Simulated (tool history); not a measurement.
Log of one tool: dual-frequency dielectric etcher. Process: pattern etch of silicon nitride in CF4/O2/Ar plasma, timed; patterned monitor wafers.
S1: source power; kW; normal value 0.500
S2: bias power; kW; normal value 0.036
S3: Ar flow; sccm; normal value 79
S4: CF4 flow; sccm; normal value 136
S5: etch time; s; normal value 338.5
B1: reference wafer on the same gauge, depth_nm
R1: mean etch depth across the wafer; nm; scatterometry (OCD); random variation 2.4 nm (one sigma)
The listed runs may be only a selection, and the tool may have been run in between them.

| run | hour | S1 | S2 | S3 | S4 | S5 | B1 | R1 |
|---|---|---|---|---|---|---|---|---|
| 1 | 0.0 | 0.500 | 0.036 | 79 | 136 | 338.5 | 538.3 | 540.4 |
| 2 | 25.9 | 0.500 | 0.036 | 79 | 136 | 338.5 | 537.9 | 543.3 |
|  | 70.5 | source power generator calibrated |
| 3 | 100.3 | 0.500 | 0.036 | 79 | 136 | 256.5 | 538.4 | 446.6 |
| 4 | 129.8 | 0.500 | 0.036 | 79 | 136 | 338.5 | 538.2 | 592.4 |
| 5 | 165.7 | 0.500 | 0.036 | 79 | 136 | 281.5 | 538.1 | 494.3 |
|  | 169.0 | gauge calibrated |
| 6 | 187.0 | 0.500 | 0.036 | 87 | 156 | 369.0 | 537.8 | 648.9 |
|  | 200.9 | source power generator calibrated, repeated, since the last time left the tool worse |
|  | 206.2 | CF4 flow controller replaced |
|  | 216.1 | upper electrode replaced |
| 7 | 216.6 | 0.500 | 0.029 | 79 | 105 | 279.0 | 538.1 | 406.9 |
| 8 | 225.0 | 0.500 | 0.036 | 60 | 136 | 277.5 | 537.4 | 471.9 |
| 9 | 243.4 | 0.580 | 0.036 | 79 | 136 | 338.5 | 537.5 | 645.4 |
| 10 | 279.0 | 0.500 | 0.036 | 95 | 136 | 338.5 | 537.6 | 554.3 |
| 11 | 295.8 | 0.500 | 0.036 | 98 | 136 | 338.5 | 537.9 | 549.8 |
| 12 | 309.6 | 0.500 | 0.036 | 60 | 165 | 338.5 | 538.2 | 583.4 |
|  | 316.8 | Ar flow controller replaced |
| 13 | 343.4 | 0.500 | 0.033 | 79 | 136 | 338.5 | 537.8 | 538.0 |
| 14 | 377.4 | 0.460 | 0.032 | 79 | 136 | 420.5 | 538.1 | 607.2 |
|  | 422.4 | wet clean of the chamber |
| 15 | 422.9 | 0.500 | 0.028 | 63 | 136 | 338.5 | 537.8 | 504.6 |
| 16 | 424.5 | 0.610 | 0.041 | 79 | 170 | 308.5 | 538.1 | 659.9 |
| 17 | 459.2 | 0.500 | 0.033 | 70 | 136 | 258.0 | 537.6 | 413.0 |
| 18 | 484.8 | 0.500 | 0.036 | 79 | 136 | 338.5 | 537.9 | 555.7 |
| 19 | 499.5 | 0.610 | 0.030 | 68 | 107 | 338.5 | 538.1 | 609.3 |
| 20 | 529.8 | 0.500 | 0.036 | 79 | 136 | 338.5 | 537.9 | 556.9 |
| 21 | 554.9 | 0.450 | 0.036 | 79 | 136 | 375.0 | 538.0 | 559.2 |

4 options for the next run, each taken on its own from the tool as it stands now. Forecast them:
| A | 555.4 | 0.500 | 0.036 | 79 | 136 | 338.5 | ? | ? |
| B | 555.4 | 0.500 | 0.030 | 59 | 136 | 376.5 | ? | ? |
| C | 555.4 | 0.500 | 0.036 | 88 | 136 | 338.5 | ? | ? |
| D | 555.4 | 0.500 | 0.036 | 89 | 136 | 242.0 | ? | ? |

| run | B1 | R1 |
|---|---|---|
| A | 537.9 | 555.6 |
| B | 537.9 | 583.2 |
| C | 537.9 | 549.4 |
| D | 537.9 | 392.3 |
Without the tool's unlogged condition, the same runs would have read:
| run | R1 |
|---|---|
| A | 560.4 |
| B | 588.3 |
| C | 554.2 |
| D | 395.7 |

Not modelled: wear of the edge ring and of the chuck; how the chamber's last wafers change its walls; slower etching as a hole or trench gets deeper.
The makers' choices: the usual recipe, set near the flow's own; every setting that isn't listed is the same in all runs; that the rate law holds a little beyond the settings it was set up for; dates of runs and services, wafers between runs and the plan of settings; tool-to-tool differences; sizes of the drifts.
